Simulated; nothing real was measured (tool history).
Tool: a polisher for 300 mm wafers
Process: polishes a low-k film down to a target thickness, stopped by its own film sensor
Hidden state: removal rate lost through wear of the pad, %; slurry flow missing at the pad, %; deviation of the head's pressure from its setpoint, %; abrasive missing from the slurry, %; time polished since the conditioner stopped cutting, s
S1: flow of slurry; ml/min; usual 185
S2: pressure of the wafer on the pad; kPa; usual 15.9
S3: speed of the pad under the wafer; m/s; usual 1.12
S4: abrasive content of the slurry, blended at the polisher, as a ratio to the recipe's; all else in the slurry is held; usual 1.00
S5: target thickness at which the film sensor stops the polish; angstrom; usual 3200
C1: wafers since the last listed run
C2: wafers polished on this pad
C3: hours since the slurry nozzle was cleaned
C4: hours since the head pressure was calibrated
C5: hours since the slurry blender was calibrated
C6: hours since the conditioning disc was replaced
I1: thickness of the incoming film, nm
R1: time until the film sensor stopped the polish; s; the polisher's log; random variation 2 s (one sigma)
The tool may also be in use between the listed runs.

run   hour   S1    S2    S3    S4    S5   C1    C2     C3      C4     C5     C6     I1     R1
  1    0.0  185  13.8  1.12  1.00  3200    0    56  554.4   945.3  101.1   49.6  392.4  196.2
  2    7.3  185  13.8  1.12  1.00  3200   47   103  561.7   952.6  108.4   56.9  402.2  218.9
  3   20.0  185  15.9  1.12  1.00  3200   82   186  574.4   965.3  121.1   69.6  403.9  199.3
  4   26.0  185  15.9  0.86  1.25  3200   39   225  580.4   971.3  127.1   75.6  393.2  200.7
  5   40.8  185  15.9  1.12  0.85  3200   96   321  595.2   986.1  141.9   90.4  400.6  204.4
      57.8  -- slurry nozzle cleaned
      78.6  -- conditioning disc replaced and pad reconditioned
  6   80.8  185  15.9  1.52  1.10  3200  240   562   23.0  1026.1  181.9    2.2  395.6  131.1
  7   88.7  160  13.8  1.12  1.15  3420   51   614   30.9  1034.0  189.8   10.1  393.7  132.0
     122.3  -- slurry blender recalibrated
  8  140.5  155  15.9  1.12  0.80  3200  324   938   82.7  1085.8   18.2   61.9  406.2  219.4
  9  152.6  185  20.0  1.12  1.00  3200   78  1016   94.8  1097.9   30.3   74.0  401.8  145.8
 10  163.5  150  15.9  1.12  1.00  3200   70  1087  105.7  1108.8   41.2   84.9  394.3  171.8
     169.3  -- head pressure recalibrated
 11  179.4  160  15.9  0.80  1.00  2970   90  1178  121.6    10.1   57.1  100.8  392.2  285.8
 12  188.6  225  15.9  1.26  1.00  3320   59  1238  130.8    19.3   66.3  110.0  399.3  135.1
 13  200.3  185  15.9  1.12  1.00  3200   76  1314  142.5    31.0   78.0  121.7  403.2  188.6
 14  212.2  185  15.9  1.12  1.00  3200   77  1391  154.4    42.9   89.9  133.6  400.7  187.2
     221.4  -- worn pad replaced by a new one
 15  224.3  185  20.0  1.12  1.00  3200   52    18  166.5    55.0  102.0  145.7  402.0  147.4
     227.8  -- conditioning disc replaced and pad reconditioned
 16  239.6  185  15.9  1.12  1.00  3120   86   105  181.8    70.3  117.3   11.8  398.4  195.1
 17  256.0  240  15.9  1.12  1.00  3200  106   212  198.2    86.7  133.7   28.2  395.0  164.0
 18  265.6  220  10.3  1.12  0.80  3090   62   274  207.8    96.3  143.3   37.8  405.6  362.2
 19  278.2  185  11.0  0.98  1.00  3200   81   356  220.4   108.9  155.9   50.4  404.0  304.4
 20  291.6  185  15.9  1.12  0.70  3020   87   443  233.8   122.3  169.3   63.8  396.2  249.2
 21  316.3  130  15.9  1.12  1.00  3390  160   604  258.5   147.0  194.0   88.5  408.6  168.2
 22  326.8  160  15.9  1.12  1.00  3200   68   672  269.0   157.5  204.5   99.0  400.3  188.3
 23  344.0  185  18.6  1.12  1.00  3200  111   784  286.2   174.7  221.7  116.2  396.3  148.7
     347.8  -- slurry blender recalibrated
 24  356.1  185  15.9  1.12  1.00  3200   65   850  298.3   186.8    8.3  128.3  396.5  178.3
 25  362.1  185  15.9  0.86  1.25  3200   39   889  304.3   192.8   14.3  134.3  400.5  210.0
     371.8  -- conditioning disc replaced and pad reconditioned
 26  379.0  210  11.7  0.72  1.00  3200   96   986  321.2   209.7   31.2    7.2  403.3  357.6
 27  395.5  185  18.6  1.12  1.00  3330  107  1093  337.7   226.2   47.7   23.7  400.3  132.2

What the log doesn't show, run by run:
removal rate lost through wear of the pad, %: 0 in every run
deviation of the head's pressure from its setpoint, %: 0 in every run
abrasive missing from the slurry, %: 0 in every run
time polished since the conditioner stopped cutting, s: 0 in every run
H1: slurry flow missing at the pad, %
run    H1
  1    34
  2  34.9
  3  36.4
  4  37.1
  5  38.9
  6  4.51
  7  4.55
  8  5.17
  9   5.4
 10  5.62
 11     6
 12  6.25
 13  6.58
 14  6.95
 15  7.36
 16  7.91
 17  8.57
 18  8.97
 19  9.54
 20  10.2
 21  11.4
 22    12
 23    13
 24  13.8
 25  14.1
 26  15.3
 27  16.4

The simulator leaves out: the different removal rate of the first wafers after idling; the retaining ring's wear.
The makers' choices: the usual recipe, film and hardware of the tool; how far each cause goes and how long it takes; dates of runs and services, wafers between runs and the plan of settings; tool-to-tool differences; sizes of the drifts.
